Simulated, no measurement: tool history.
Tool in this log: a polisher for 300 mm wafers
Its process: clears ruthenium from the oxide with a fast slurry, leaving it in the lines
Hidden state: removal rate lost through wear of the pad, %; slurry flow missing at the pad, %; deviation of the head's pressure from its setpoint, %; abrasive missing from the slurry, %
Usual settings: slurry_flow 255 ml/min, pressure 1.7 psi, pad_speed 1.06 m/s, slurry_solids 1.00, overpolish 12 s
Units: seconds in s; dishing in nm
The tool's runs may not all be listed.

| run | hour | slurry_flow | pressure | pad_speed | slurry_solids | overpolish | wafers since the last listed run | wafers polished on this pad | hours since the slurry nozzle was cleaned | hours since the head pressure was calibrated | hours since the slurry blender was calibrated | incoming thickness of the incoming film, nm | seconds | dishing |
|---|---|---|---|---|---|---|---|---|---|---|---|---|---|---|
| 1 | 0.0 | 255 | 1.7 | 1.06 | 0.85 | 12 | 0 | 3085 | 427.5 | 473.6 | 287.0 | 161.0 | 79.0 | 21.9 |
|  | 43.3 | slurry nozzle cleaned |
| 2 | 64.7 | 255 | 1.7 | 1.06 | 0.85 | 12 | 461 | 3547 | 21.4 | 538.3 | 351.7 | 159.6 | 75.1 | 22.5 |
|  | 70.0 | worn pad replaced by a new one |
| 3 | 104.9 | 255 | 1.7 | 1.06 | 0.85 | 12 | 262 | 253 | 61.6 | 578.5 | 391.9 | 158.5 | 73.3 | 23.4 |
| 4 | 148.3 | 255 | 1.7 | 1.06 | 1.00 | 12 | 314 | 567 | 105.0 | 621.9 | 435.3 | 159.1 | 68.9 | 24.7 |
| 5 | 182.1 | 255 | 1.8 | 1.06 | 1.00 | 12 | 245 | 812 | 138.8 | 655.7 | 469.1 | 158.1 | 66.3 | 25.2 |
| 6 | 216.3 | 255 | 1.4 | 1.06 | 1.20 | 12 | 247 | 1060 | 173.0 | 689.9 | 503.3 | 162.2 | 83.5 | 20.8 |
|  | 238.3 | slurry blender recalibrated |
|  | 246.7 | head pressure recalibrated |
| 7 | 277.2 | 255 | 2.2 | 1.06 | 1.00 | 6 | 412 | 1473 | 233.9 | 30.5 | 38.9 | 160.7 | 55.9 | 15.9 |
| 8 | 345.8 | 210 | 1.7 | 0.80 | 1.00 | 12 | 497 | 1970 | 302.5 | 99.1 | 107.5 | 160.7 | 99.0 | 17.6 |
| 9 | 409.3 | 255 | 1.7 | 1.36 | 1.00 | 6 | 460 | 2431 | 366.0 | 162.6 | 171.0 | 159.2 | 56.5 | 14.5 |
| 10 | 472.0 | 255 | 1.7 | 0.88 | 1.00 | 12 | 454 | 2886 | 428.7 | 225.3 | 233.7 | 162.0 | 91.6 | 18.4 |
|  | 527.5 | slurry nozzle cleaned |
| 11 | 537.7 | 255 | 1.7 | 1.06 | 1.00 | 12 | 469 | 3355 | 10.2 | 291.0 | 299.4 | 161.8 | 71.5 | 24.4 |
|  | 542.5 | worn pad replaced by a new one |
| 12 | 586.4 | 210 | 1.7 | 1.06 | 1.00 | 12 | 324 | 318 | 58.9 | 339.7 | 348.1 | 161.8 | 71.6 | 25.0 |
| 13 | 711.1 | 255 | 1.7 | 1.20 | 1.00 | 12 | 904 | 1222 | 183.6 | 464.4 | 472.8 | 159.3 | 61.7 | 27.6 |
| 14 | 770.1 | 195 | 1.7 | 1.06 | 0.75 | 12 | 427 | 1650 | 242.6 | 523.4 | 531.8 | 161.8 | 80.8 | 21.4 |
|  | 774.5 | slurry blender recalibrated |
| 15 | 795.1 | 255 | 1.5 | 1.06 | 0.90 | 8 | 166 | 1817 | 267.6 | 548.4 | 20.6 | 157.4 | 82.4 | 14.6 |
| 16 | 866.9 | 175 | 1.7 | 1.06 | 1.00 | 12 | 520 | 2338 | 339.4 | 620.2 | 92.4 | 158.2 | 77.0 | 22.1 |
| 17 | 930.3 | 255 | 1.7 | 1.06 | 1.00 | 12 | 459 | 2797 | 402.8 | 683.6 | 155.8 | 159.9 | 75.5 | 23.5 |
|  | 952.1 | head pressure recalibrated |
| 18 | 975.4 | 205 | 1.2 | 0.84 | 1.30 | 12 | 312 | 3110 | 447.9 | 23.3 | 200.9 | 157.2 | 127.5 | 13.4 |
|  | 1034.8 | slurry nozzle cleaned |
|  | 1041.8 | worn pad replaced by a new one |
| 19 | 1044.5 | 255 | 1.7 | 1.06 | 1.00 | 12 | 464 | 19 | 9.7 | 92.4 | 270.0 | 159.9 | 69.3 | 24.7 |
| 20 | 1093.9 | 210 | 1.7 | 1.42 | 1.20 | 6 | 358 | 378 | 59.1 | 141.8 | 319.4 | 159.7 | 51.0 | 17.3 |
| 21 | 1137.1 | 255 | 1.7 | 1.32 | 1.00 | 18 | 313 | 691 | 102.3 | 185.0 | 362.6 | 158.7 | 55.8 | 42.2 |
| 22 | 1182.7 | 255 | 1.3 | 1.06 | 1.00 | 12 | 330 | 1022 | 147.9 | 230.6 | 408.2 | 160.0 | 92.8 | 19.4 |
| 23 | 1210.6 | 310 | 2.2 | 1.06 | 0.80 | 12 | 202 | 1224 | 175.8 | 258.5 | 436.1 | 161.6 | 59.1 | 28.1 |
|  | 1329.6 | slurry blender recalibrated |
| 24 | 1376.2 | 255 | 1.7 | 1.06 | 0.75 | 12 | 1186 | 2410 | 341.4 | 424.1 | 46.6 | 159.5 | 80.4 | 21.5 |
| 25 | 1417.5 | 285 | 2.1 | 1.06 | 1.15 | 12 | 299 | 2710 | 382.7 | 465.4 | 87.9 | 160.9 | 57.0 | 29.5 |
| 26 | 1482.9 | 255 | 1.7 | 1.06 | 1.25 | 12 | 474 | 3184 | 448.1 | 530.8 | 153.3 | 160.3 | 69.5 | 23.7 |
|  | 1521.8 | worn pad replaced by a new one |
| 27 | 1526.9 | 255 | 1.7 | 1.06 | 1.20 | 12 | 290 | 36 | 492.1 | 574.8 | 197.3 | 162.1 | 69.9 | 25.5 |
|  | 1534.5 | slurry nozzle cleaned |
| 28 | 1551.3 | 305 | 2.2 | 1.06 | 0.80 | 17 | 169 | 206 | 16.8 | 599.2 | 221.7 | 159.8 | 55.4 | 42.3 |

4 options for the next run, each taken on its own from the tool as it stands now. Forecast them:
| A | 1551.7 | 255 | 1.7 | 1.06 | 0.90 | 12 | 2 | 209 | 17.2 | 599.6 | 222.1 | 159.8 | ? | ? |
| B | 1551.7 | 255 | 1.7 | 0.78 | 1.30 | 12 | 2 | 209 | 17.2 | 599.6 | 222.1 | 159.8 | ? | ? |
| C | 1551.7 | 230 | 1.7 | 1.06 | 1.00 | 6 | 2 | 209 | 17.2 | 599.6 | 222.1 | 159.8 | ? | ? |
| D | 1551.7 | 325 | 1.9 | 1.06 | 1.00 | 12 | 2 | 209 | 17.2 | 599.6 | 222.1 | 159.8 | ? | ? |

| run | seconds | dishing |
|---|---|---|
| A | 70.1 | 24.2 |
| B | 85.6 | 20.0 |
| C | 68.7 | 12.7 |
| D | 59.5 | 28.2 |
Without the tool's unlogged condition, the same runs would have read:
| run | seconds | dishing |
|---|---|---|
| A | 69.3 | 24.5 |
| B | 84.6 | 20.2 |
| C | 67.9 | 12.8 |
| D | 58.9 | 28.5 |
